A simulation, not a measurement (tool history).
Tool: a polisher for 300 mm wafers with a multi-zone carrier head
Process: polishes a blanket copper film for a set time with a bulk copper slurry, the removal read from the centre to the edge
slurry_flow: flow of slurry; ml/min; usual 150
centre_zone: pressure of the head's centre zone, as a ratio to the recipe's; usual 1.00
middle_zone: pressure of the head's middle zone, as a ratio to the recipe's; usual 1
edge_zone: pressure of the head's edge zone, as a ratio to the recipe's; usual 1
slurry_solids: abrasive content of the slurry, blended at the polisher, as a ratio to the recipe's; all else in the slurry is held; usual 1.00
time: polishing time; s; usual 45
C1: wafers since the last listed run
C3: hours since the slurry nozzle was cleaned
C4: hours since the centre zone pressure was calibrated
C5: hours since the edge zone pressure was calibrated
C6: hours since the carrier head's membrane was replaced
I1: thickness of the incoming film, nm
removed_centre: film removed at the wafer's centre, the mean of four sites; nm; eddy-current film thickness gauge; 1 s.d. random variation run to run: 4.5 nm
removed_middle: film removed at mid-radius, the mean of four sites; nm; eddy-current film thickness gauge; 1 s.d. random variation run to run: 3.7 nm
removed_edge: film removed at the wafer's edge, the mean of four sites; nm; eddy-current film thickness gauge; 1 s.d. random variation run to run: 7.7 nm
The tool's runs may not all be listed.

run 1 hour=0.0 | slurry_flow=150 centre_zone=1.00 middle_zone=1 edge_zone=1 slurry_solids=1.00 time=45 | C1=0 wafers_polished_on_this_pad=1440 C3=140.3 C4=619.4 C5=490.7 C6=1520.7 | I1=3781.0 | removed_centre=452.7 removed_middle=490.6 removed_edge=496.3
-- hour=1.0 worn pad replaced by a new one
run 2 hour=17.5 | slurry_flow=150 centre_zone=1.00 middle_zone=1 edge_zone=1 slurry_solids=1.00 time=45 | C1=167 wafers_polished_on_this_pad=167 C3=157.8 C4=636.9 C5=508.2 C6=1538.2 | I1=3763.5 | removed_centre=445.5 removed_middle=485.6 removed_edge=498.4
run 3 hour=31.0 | slurry_flow=150 centre_zone=1.00 middle_zone=1 edge_zone=1 slurry_solids=1.20 time=45 | C1=136 wafers_polished_on_this_pad=304 C3=171.3 C4=650.4 C5=521.7 C6=1551.7 | I1=3798.7 | removed_centre=475.6 removed_middle=507.1 removed_edge=543.0
run 4 hour=42.3 | slurry_flow=150 centre_zone=1.00 middle_zone=1 edge_zone=1 slurry_solids=1.20 time=45 | C1=114 wafers_polished_on_this_pad=418 C3=182.6 C4=661.7 C5=533.0 C6=1563.0 | I1=3841.4 | removed_centre=475.6 removed_middle=513.1 removed_edge=534.7
run 5 hour=60.2 | slurry_flow=150 centre_zone=1.00 middle_zone=1 edge_zone=1 slurry_solids=1.20 time=45 | C1=181 wafers_polished_on_this_pad=600 C3=200.5 C4=679.6 C5=550.9 C6=1580.9 | I1=3809.9 | removed_centre=458.6 removed_middle=501.2 removed_edge=536.5
run 6 hour=71.3 | slurry_flow=150 centre_zone=1.00 middle_zone=1 edge_zone=1 slurry_solids=1.00 time=45 | C1=112 wafers_polished_on_this_pad=713 C3=211.6 C4=690.7 C5=562.0 C6=1592.0 | I1=3836.4 | removed_centre=439.4 removed_middle=469.7 removed_edge=492.3
run 7 hour=80.2 | slurry_flow=150 centre_zone=1.00 middle_zone=1 edge_zone=1 slurry_solids=1.00 time=45 | C1=90 wafers_polished_on_this_pad=803 C3=220.5 C4=699.6 C5=570.9 C6=1600.9 | I1=3833.1 | removed_centre=430.0 removed_middle=465.5 removed_edge=490.7
run 8 hour=91.1 | slurry_flow=150 centre_zone=1.00 middle_zone=1 edge_zone=1 slurry_solids=1.00 time=45 | C1=110 wafers_polished_on_this_pad=913 C3=231.4 C4=710.5 C5=581.8 C6=1611.8 | I1=3865.0 | removed_centre=426.9 removed_middle=461.9 removed_edge=485.8
run 9 hour=107.7 | slurry_flow=150 centre_zone=0.97 middle_zone=1 edge_zone=1 slurry_solids=1.00 time=45 | C1=168 wafers_polished_on_this_pad=1082 C3=248.0 C4=727.1 C5=598.4 C6=1628.4 | I1=3881.5 | removed_centre=406.5 removed_middle=464.8 removed_edge=486.4
-- hour=119.2 carrier head's membrane replaced by a new one
run 10 hour=120.5 | slurry_flow=165 centre_zone=1.00 middle_zone=1 edge_zone=1 slurry_solids=1.00 time=55 | C1=79 wafers_polished_on_this_pad=1161 C3=260.8 C4=739.9 C5=611.2 C6=1.3 | I1=3801.7 | removed_centre=519.8 removed_middle=581.4 removed_edge=599.2
run 11 hour=126.6 | slurry_flow=150 centre_zone=1.00 middle_zone=1 edge_zone=1 slurry_solids=1.00 time=45 | C1=61 wafers_polished_on_this_pad=1223 C3=266.9 C4=746.0 C5=617.3 C6=7.4 | I1=3779.4 | removed_centre=415.2 removed_middle=453.9 removed_edge=484.3
-- hour=130.2 slurry nozzle cleaned
run 12 hour=135.3 | slurry_flow=150 centre_zone=1.00 middle_zone=1 edge_zone=1 slurry_solids=0.75 time=45 | C1=78 wafers_polished_on_this_pad=1301 C3=5.1 C4=754.7 C5=626.0 C6=16.1 | I1=3833.9 | removed_centre=419.7 removed_middle=453.6 removed_edge=464.8
-- hour=150.3 worn pad replaced by a new one
run 13 hour=150.8 | slurry_flow=150 centre_zone=1.00 middle_zone=1 edge_zone=1 slurry_solids=1.20 time=45 | C1=116 wafers_polished_on_this_pad=5 C3=20.6 C4=770.2 C5=641.5 C6=31.6 | I1=3772.7 | removed_centre=494.5 removed_middle=535.4 removed_edge=543.5
run 14 hour=158.9 | slurry_flow=150 centre_zone=1.09 middle_zone=1 edge_zone=1 slurry_solids=1.25 time=45 | C1=82 wafers_polished_on_this_pad=87 C3=28.7 C4=778.3 C5=649.6 C6=39.7 | I1=3851.1 | removed_centre=536.9 removed_middle=532.3 removed_edge=569.8
run 15 hour=165.5 | slurry_flow=150 centre_zone=1.00 middle_zone=1 edge_zone=1 slurry_solids=0.70 time=45 | C1=66 wafers_polished_on_this_pad=154 C3=35.3 C4=784.9 C5=656.2 C6=46.3 | I1=3803.2 | removed_centre=401.4 removed_middle=437.4 removed_edge=443.0
run 16 hour=176.1 | slurry_flow=150 centre_zone=0.93 middle_zone=1 edge_zone=1 slurry_solids=0.80 time=45 | C1=107 wafers_polished_on_this_pad=262 C3=45.9 C4=795.5 C5=666.8 C6=56.9 | I1=3842.3 | removed_centre=395.8 removed_middle=468.9 removed_edge=474.7
-- hour=179.5 centre zone pressure recalibrated
-- hour=181.2 edge zone pressure recalibrated
run 17 hour=191.2 | slurry_flow=150 centre_zone=1.00 middle_zone=1 edge_zone=1 slurry_solids=1.20 time=45 | C1=115 wafers_polished_on_this_pad=378 C3=61.0 C4=11.7 C5=10.0 C6=72.0 | I1=3728.0 | removed_centre=517.0 removed_middle=530.3 removed_edge=549.0
run 18 hour=200.2 | slurry_flow=150 centre_zone=1.00 middle_zone=1 edge_zone=1 slurry_solids=1.00 time=45 | C1=91 wafers_polished_on_this_pad=469 C3=70.0 C4=20.7 C5=19.0 C6=81.0 | I1=3780.6 | removed_centre=489.1 removed_middle=496.3 removed_edge=522.8

Estimate the outcome of run 19 from the log above:
run 19 hour=207.0 | slurry_flow=165 centre_zone=1.00 middle_zone=1 edge_zone=1 slurry_solids=1.00 time=45 | C1=68 wafers_polished_on_this_pad=538 C3=76.8 C4=27.5 C5=25.8 C6=87.8 | I1=3800.8 | removed_centre=? removed_middle=? removed_edge=?

{"run 19": {"removed_centre": 498.3, "removed_middle": 508.1, "removed_edge": 510.3}}
On a tool with no hidden condition, and with the same random variation, this run would have come out at removed_centre 526.4 nm, removed_middle 521.9 nm, removed_edge 520.3 nm.
